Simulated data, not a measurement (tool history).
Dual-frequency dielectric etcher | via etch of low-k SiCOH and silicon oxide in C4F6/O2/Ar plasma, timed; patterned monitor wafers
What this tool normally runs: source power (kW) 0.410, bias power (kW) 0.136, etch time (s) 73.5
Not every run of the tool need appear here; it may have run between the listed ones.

run	hour	source power (kW)	bias power (kW)	etch time (s)	wafers since the last listed run	hours since the last wet clean	hours since the last source power generator calibration	hours since the last bias power generator calibration	hours since the last upper electrode change	hours since the gauge calibration	read-back reference wafer on the same gauge, depth_nm	mean etch depth across the wafer (nm)
1	0.0	0.410	0.136	73.5	0	289.4	2149.7	1108.2	1524.9	956.5	163.8	191.7
2	78.1	0.410	0.136	73.5	1016	367.5	2227.8	1186.3	1603.0	1034.6	164.2	192.2
# hour 152.0: wet clean of the chamber
3	180.4	0.410	0.136	73.5	1019	28.4	2330.1	1288.6	1705.3	1136.9	164.0	190.7
4	276.3	0.410	0.157	73.5	1248	124.3	2426.0	1384.5	1801.2	1232.8	163.9	200.2
5	370.7	0.410	0.136	73.5	1228	218.7	2520.4	1478.9	1895.6	1327.2	163.8	191.3
6	463.3	0.410	0.136	73.5	1205	311.3	2613.0	1571.5	1988.2	1419.8	163.9	191.0
7	566.6	0.410	0.136	73.5	1344	414.6	2716.3	1674.8	2091.5	1523.1	163.9	191.1
# hour 602.6: wet clean of the chamber
8	667.8	0.410	0.136	73.5	1004	65.2	2817.5	1776.0	2192.7	1624.3	164.0	189.9
9	823.6	0.410	0.136	73.5	2028	221.0	2973.3	1931.8	2348.5	1780.1	163.8	189.9
# hour 854.7: bias power generator calibrated
10	881.7	0.410	0.136	73.5	704	279.1	3031.4	27.0	2406.6	1838.2	163.9	189.3
11	963.7	0.410	0.136	73.5	1067	361.1	3113.4	109.0	2488.6	1920.2	164.3	189.5
# hour 1020.4: wet clean of the chamber
12	1049.5	0.410	0.136	73.5	804	29.1	3199.2	194.8	2574.4	2006.0	163.9	190.5
# hour 1100.3: gauge calibrated
13	1122.5	0.410	0.136	73.5	950	102.1	3272.2	267.8	2647.4	22.2	164.2	189.0
14	1182.5	0.320	0.161	73.5	781	162.1	3332.2	327.8	2707.4	82.2	164.1	177.1
15	1227.3	0.410	0.162	85.5	583	206.9	3377.0	372.6	2752.2	127.0	163.9	231.5
# hour 1299.8: upper electrode replaced, of another model than before
16	1323.4	0.410	0.136	73.5	938	303.0	3473.1	468.7	23.6	223.1	164.2	190.0
17	1385.7	0.410	0.136	73.5	811	365.3	3535.4	531.0	85.9	285.4	164.1	189.7
18	1443.3	0.440	0.136	56.5	749	422.9	3593.0	588.6	143.5	343.0	164.1	149.5
# hour 1501.8: wet clean of the chamber
19	1503.7	0.440	0.110	89.5	473	1.9	3653.4	649.0	203.9	403.4	163.8	227.9
# hour 1536.8: source power generator calibrated
20	1591.9	0.410	0.164	57.0	1096	90.1	55.1	737.2	292.1	491.6	163.9	156.4
21	1656.4	0.410	0.136	73.5	839	154.6	119.6	801.7	356.6	556.1	163.9	193.9
22	1700.4	0.350	0.136	73.5	572	198.6	163.6	845.7	400.6	600.1	163.8	183.7
23	1790.1	0.410	0.160	73.5	1167	288.3	253.3	935.4	490.3	689.8	164.3	199.9
24	1826.6	0.410	0.136	73.5	475	324.8	289.8	971.9	526.8	726.3	164.0	193.6
25	1920.7	0.450	0.162	73.5	1224	418.9	383.9	1066.0	620.9	820.4	163.8	208.3
26	2012.6	0.410	0.136	73.5	1196	510.8	475.8	1157.9	712.8	912.3	164.0	193.1
# hour 2051.2: wet clean of the chamber
27	2108.4	0.320	0.108	73.5	934	57.2	571.6	1253.7	808.6	1008.1	164.0	169.2
28	2149.7	0.410	0.116	56.5	537	98.5	612.9	1295.0	849.9	1049.4	163.9	143.6
29	2220.6	0.410	0.136	73.5	922	169.4	683.8	1365.9	920.8	1120.3	164.0	192.3

4 ways to go on from here, each from the tool as it stands after run 29. What would each give?
A	2221.0	0.410	0.105	73.5	5	169.8	684.2	1366.3	921.2	1120.7	?	?
B	2221.0	0.320	0.136	73.5	5	169.8	684.2	1366.3	921.2	1120.7	?	?
C	2221.0	0.440	0.136	65.5	5	169.8	684.2	1366.3	921.2	1120.7	?	?
D	2221.0	0.410	0.107	64.5	5	169.8	684.2	1366.3	921.2	1120.7	?	?

run	read-back reference wafer on the same gauge, depth_nm	mean etch depth across the wafer (nm)
A	164.0	183.2
B	164.0	177.0
C	164.0	176.0
D	164.0	161.3
Stripped of hidden state, with their random variation kept, the same runs would have yielded:
run	mean etch depth across the wafer (nm)
A	183.1
B	177.0
C	176.0
D	161.2
